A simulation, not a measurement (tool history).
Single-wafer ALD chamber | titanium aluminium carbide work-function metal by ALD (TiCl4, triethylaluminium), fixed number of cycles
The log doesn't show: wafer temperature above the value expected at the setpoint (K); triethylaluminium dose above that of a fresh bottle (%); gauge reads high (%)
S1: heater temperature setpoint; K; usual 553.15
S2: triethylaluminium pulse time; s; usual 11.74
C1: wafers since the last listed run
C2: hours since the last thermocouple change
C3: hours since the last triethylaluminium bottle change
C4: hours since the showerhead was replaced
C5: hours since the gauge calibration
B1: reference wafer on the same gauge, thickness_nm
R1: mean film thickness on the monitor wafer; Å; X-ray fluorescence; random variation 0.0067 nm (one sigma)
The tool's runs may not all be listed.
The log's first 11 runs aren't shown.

run,day,S1,S2,C1,C2,C3,C4,C5,B1,R1
12,35.246,553.15,11.74,778,1423.9,1500.8,7788.2,112.7,1.930,17.55
13,36.971,553.15,10.15,347,1465.3,1542.2,7829.6,154.1,1.930,17.53
14,39.825,553.15,9.77,575,1533.8,1610.7,7898.1,222.6,1.930,17.34
15,42.717,553.15,11.74,582,1603.2,1680.1,7967.5,292.0,1.929,17.60
# day 43.562: triethylaluminium bottle replaced
16,44.400,562.15,9.20,272,1643.6,20.1,8007.9,332.4,1.930,18.70
17,48.208,549.15,8.65,767,1735.0,111.5,8099.3,423.8,1.929,17.41
# day 49.583: showerhead replaced
18,51.775,553.15,11.74,651,1820.6,197.1,52.6,509.4,1.930,17.98
19,54.729,557.15,8.56,595,1891.5,268.0,123.5,580.3,1.931,17.96
20,56.579,561.15,14.93,372,1935.9,312.4,167.9,624.7,1.931,18.88
21,59.933,564.15,15.53,675,2016.4,392.9,248.4,705.2,1.931,19.22
22,62.108,549.15,16.03,438,2068.6,445.1,300.6,757.4,1.931,17.79
# day 73.200: thermocouple changed; heater temperature recalibrated
23,74.092,541.15,14.76,2347,21.4,732.7,588.2,1045.0,1.931,16.44
24,75.854,564.15,13.52,355,63.7,775.0,630.5,1087.3,1.930,18.54
25,77.688,553.15,11.74,369,107.7,819.0,674.5,1131.3,1.930,17.30
26,80.096,553.15,11.74,485,165.5,876.8,732.3,1189.1,1.932,17.56
27,84.017,557.15,11.74,790,259.6,970.9,826.4,1283.2,1.929,17.80
28,87.562,546.15,8.90,714,344.7,1056.0,911.5,1368.3,1.930,16.68
29,89.258,553.15,11.74,341,385.4,1096.7,952.2,1409.0,1.930,17.52
30,91.138,544.15,13.76,378,430.5,1141.8,997.3,1454.1,1.931,16.82
31,93.783,563.15,16.22,533,494.0,1205.3,1060.8,1517.6,1.931,18.67
32,96.217,553.15,11.74,490,552.4,1263.7,1119.2,1576.0,1.931,17.39

3 ways to go on from here, each from the tool as it stands after run 32. What would each give?
A,96.233,553.15,11.74,3,552.8,1264.1,1119.6,1576.4,?,?
B,96.233,549.15,14.25,3,552.8,1264.1,1119.6,1576.4,?,?
C,96.233,557.15,8.40,3,552.8,1264.1,1119.6,1576.4,?,?

run,B1,R1
A,1.930,17.54
B,1.930,17.35
C,1.930,17.51
Without the tool's hidden state the same runs would have given:
run,R1
A,17.65
B,17.38
C,17.77

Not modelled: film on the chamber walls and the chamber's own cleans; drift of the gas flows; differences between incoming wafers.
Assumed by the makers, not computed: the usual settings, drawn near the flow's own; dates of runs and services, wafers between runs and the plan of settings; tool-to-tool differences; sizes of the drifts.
